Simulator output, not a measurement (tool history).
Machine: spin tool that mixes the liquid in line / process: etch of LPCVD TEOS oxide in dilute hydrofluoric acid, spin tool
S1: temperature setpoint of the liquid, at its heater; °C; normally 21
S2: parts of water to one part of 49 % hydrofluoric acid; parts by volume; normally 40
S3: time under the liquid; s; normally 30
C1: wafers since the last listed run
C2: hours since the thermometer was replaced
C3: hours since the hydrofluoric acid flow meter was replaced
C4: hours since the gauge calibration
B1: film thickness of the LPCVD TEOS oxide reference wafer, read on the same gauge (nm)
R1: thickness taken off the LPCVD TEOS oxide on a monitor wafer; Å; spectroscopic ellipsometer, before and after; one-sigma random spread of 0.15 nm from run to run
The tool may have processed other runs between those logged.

| run | hour | S1 | S2 | S3 | C1 | C2 | C3 | C4 | B1 | R1 |
|---|---|---|---|---|---|---|---|---|---|---|
| 1 | 0 | 21 | 40 | 30 | 0 | 1366.3 | 1180.1 | 52.1 | 100.14 | 406.2 |
| 2 | 13.9 | 21 | 40 | 30 | 149 | 1380.2 | 1194 | 66 | 100.15 | 406.6 |
| 3 | 34.3 | 21 | 40 | 30 | 219 | 1400.6 | 1214.4 | 86.4 | 100.18 | 407.9 |
| 4 | 53.1 | 21 | 40 | 30 | 202 | 1419.4 | 1233.2 | 105.2 | 100.23 | 405.5 |
| 5 | 84.1 | 21 | 40 | 30 | 334 | 1450.4 | 1264.2 | 136.2 | 100.32 | 408 |
| 6 | 99.5 | 21 | 40 | 30 | 165 | 1465.8 | 1279.6 | 151.6 | 100.38 | 410.7 |
| 7 | 123.8 | 23.5 | 40 | 30 | 261 | 1490.1 | 1303.9 | 175.9 | 100.49 | 450.7 |
| 8 | 140.3 | 23.5 | 40 | 30 | 177 | 1506.6 | 1320.4 | 192.4 | 100.57 | 455.3 |
| 9 | 153.1 | 23.5 | 40 | 30 | 137 | 1519.4 | 1333.2 | 205.2 | 100.64 | 456.3 |
| 10 | 180.7 | 21 | 40 | 30 | 297 | 1547 | 1360.8 | 232.8 | 100.79 | 408.5 |
| 11 | 194.4 | 21 | 40 | 30 | 147 | 1560.7 | 1374.5 | 246.5 | 100.86 | 408.4 |
| 12 | 220.3 | 24 | 20 | 35 | 279 | 1586.6 | 1400.4 | 272.4 | 101.04 | 1120.5 |
| 13 | 233.3 | 21 | 40 | 30 | 140 | 1599.6 | 1413.4 | 285.4 | 101.13 | 407.2 |
|  | 239.7 | hydrofluoric acid flow meter replaced |
| 14 | 261.4 | 21 | 45 | 35 | 292 | 1627.7 | 21.7 | 313.5 | 101.35 | 422.7 |
|  | 283.6 | gauge calibrated |
| 15 | 340.3 | 21 | 35 | 20 | 850 | 1706.6 | 100.6 | 56.7 | 100.31 | 311.3 |
|  | 353.6 | thermometer replaced |
| 16 | 370.2 | 25 | 40 | 45 | 311 | 16.6 | 130.5 | 86.6 | 100.37 | 720.5 |
| 17 | 393.7 | 22.5 | 40 | 25 | 253 | 40.1 | 154 | 110.1 | 100.42 | 363 |
| 18 | 416 | 22.5 | 50 | 30 | 240 | 62.4 | 176.3 | 132.4 | 100.5 | 344.5 |
| 19 | 441.6 | 18 | 55 | 15 | 275 | 88 | 201.9 | 158 | 100.59 | 128.4 |
| 20 | 476.1 | 21 | 40 | 30 | 371 | 122.5 | 236.4 | 192.5 | 100.73 | 410.1 |
| 21 | 491.7 | 22.5 | 40 | 30 | 168 | 138.1 | 252 | 208.1 | 100.81 | 436.1 |
| 22 | 509.7 | 21 | 25 | 30 | 193 | 156.1 | 270 | 226.1 | 100.92 | 671.8 |
| 23 | 545.6 | 21 | 40 | 30 | 386 | 192 | 305.9 | 262 | 101.13 | 409.3 |

Consider 4 possible next runs. They are alternatives, not a sequence: every one starts from the tool as it was left by run 23. What does each give?
| A | 546 | 21 | 40 | 30 | 4 | 192.4 | 306.3 | 262.4 | ? | ? |
| B | 546 | 21 | 60 | 50 | 4 | 192.4 | 306.3 | 262.4 | ? | ? |
| C | 546 | 25.5 | 40 | 40 | 4 | 192.4 | 306.3 | 262.4 | ? | ? |
| D | 546 | 19 | 55 | 20 | 4 | 192.4 | 306.3 | 262.4 | ? | ? |

| run | B1 | R1 |
|---|---|---|
| A | 101.12 | 409.3 |
| B | 101.12 | 443.7 |
| C | 101.12 | 658.5 |
| D | 101.12 | 179 |
Take away the tool's hidden state, keep each run's random variation, and the runs would have read:
| run | R1 |
|---|---|
| A | 404.7 |
| B | 438.7 |
| C | 651.1 |
| D | 177 |
